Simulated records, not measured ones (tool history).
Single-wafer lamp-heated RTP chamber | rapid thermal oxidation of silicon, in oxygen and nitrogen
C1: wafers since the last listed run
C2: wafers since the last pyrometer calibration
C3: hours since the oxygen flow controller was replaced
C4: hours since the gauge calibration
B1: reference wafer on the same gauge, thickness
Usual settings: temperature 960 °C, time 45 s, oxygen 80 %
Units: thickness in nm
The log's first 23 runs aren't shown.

{"run": 24, "hour": 806.3, "temperature": 990, "time": 45, "oxygen": 98, "C1": 138, "C2": 7512, "C3": 4787.8, "C4": 305.1, "B1": 4.634, "thickness": 5.416}
{"run": 25, "hour": 820.0, "temperature": 960, "time": 45, "oxygen": 61, "C1": 88, "C2": 7600, "C3": 4801.5, "C4": 318.8, "B1": 4.636, "thickness": 3.815}
{"hour": 850.1, "done": "oxygen flow controller replaced"}
{"run": 26, "hour": 872.4, "temperature": 960, "time": 32, "oxygen": 62, "C1": 287, "C2": 7888, "C3": 22.3, "C4": 371.2, "B1": 4.641, "thickness": 3.435}
{"hour": 894.3, "done": "pyrometer window cleaned and pyrometer calibrated"}
{"run": 27, "hour": 898.9, "temperature": 960, "time": 45, "oxygen": 80, "C1": 119, "C2": 29, "C3": 48.8, "C4": 397.7, "B1": 4.638, "thickness": 4.071}
{"run": 28, "hour": 919.9, "temperature": 960, "time": 45, "oxygen": 80, "C1": 136, "C2": 165, "C3": 69.8, "C4": 418.7, "B1": 4.646, "thickness": 4.09}
{"run": 29, "hour": 954.1, "temperature": 960, "time": 45, "oxygen": 72, "C1": 221, "C2": 387, "C3": 104, "C4": 452.9, "B1": 4.633, "thickness": 3.961}
{"run": 30, "hour": 983.5, "temperature": 978, "time": 39, "oxygen": 88, "C1": 190, "C2": 577, "C3": 133.4, "C4": 482.3, "B1": 4.639, "thickness": 4.464}
{"run": 31, "hour": 995.9, "temperature": 960, "time": 45, "oxygen": 93, "C1": 80, "C2": 658, "C3": 145.8, "C4": 494.7, "B1": 4.639, "thickness": 4.261}
{"run": 32, "hour": 1015.9, "temperature": 960, "time": 53, "oxygen": 98, "C1": 129, "C2": 787, "C3": 165.8, "C4": 514.7, "B1": 4.636, "thickness": 4.638}
{"run": 33, "hour": 1042.9, "temperature": 971, "time": 45, "oxygen": 80, "C1": 174, "C2": 962, "C3": 192.8, "C4": 541.7, "B1": 4.638, "thickness": 4.412}
{"run": 34, "hour": 1074.3, "temperature": 960, "time": 51, "oxygen": 98, "C1": 203, "C2": 1166, "C3": 224.2, "C4": 573.1, "B1": 4.645, "thickness": 4.562}
{"run": 35, "hour": 1096.4, "temperature": 952, "time": 61, "oxygen": 98, "C1": 143, "C2": 1309, "C3": 246.3, "C4": 595.2, "B1": 4.635, "thickness": 4.636}
{"run": 36, "hour": 1111.8, "temperature": 960, "time": 25, "oxygen": 80, "C1": 99, "C2": 1409, "C3": 261.7, "C4": 610.6, "B1": 4.638, "thickness": 3.325}
{"run": 37, "hour": 1138.6, "temperature": 939, "time": 64, "oxygen": 71, "C1": 173, "C2": 1582, "C3": 288.5, "C4": 637.4, "B1": 4.643, "thickness": 3.928}
{"run": 38, "hour": 1165.3, "temperature": 972, "time": 45, "oxygen": 55, "C1": 173, "C2": 1755, "C3": 315.2, "C4": 664.1, "B1": 4.629, "thickness": 3.928}

Forecast each of these 4 alternatives for the next run:
{"run": "A", "hour": 1165.8, "temperature": 960, "time": 45, "oxygen": 80, "C1": 3, "C2": 1759, "C3": 315.7, "C4": 664.6, "B1": "?", "thickness": "?"}
{"run": "B", "hour": 1165.8, "temperature": 960, "time": 45, "oxygen": 66, "C1": 3, "C2": 1759, "C3": 315.7, "C4": 664.6, "B1": "?", "thickness": "?"}
{"run": "C", "hour": 1165.8, "temperature": 988, "time": 58, "oxygen": 98, "C1": 3, "C2": 1759, "C3": 315.7, "C4": 664.6, "B1": "?", "thickness": "?"}
{"run": "D", "hour": 1165.8, "temperature": 960, "time": 45, "oxygen": 56, "C1": 3, "C2": 1759, "C3": 315.7, "C4": 664.6, "B1": "?", "thickness": "?"}

run=A B1=4.649 thickness=4.056
run=B B1=4.649 thickness=3.842
run=C B1=4.649 thickness=5.854
run=D B1=4.649 thickness=3.678
Without the tool's hidden state the same runs would have given:
run=A thickness=4.029
run=B thickness=3.818
run=C thickness=5.811
run=D thickness=3.656

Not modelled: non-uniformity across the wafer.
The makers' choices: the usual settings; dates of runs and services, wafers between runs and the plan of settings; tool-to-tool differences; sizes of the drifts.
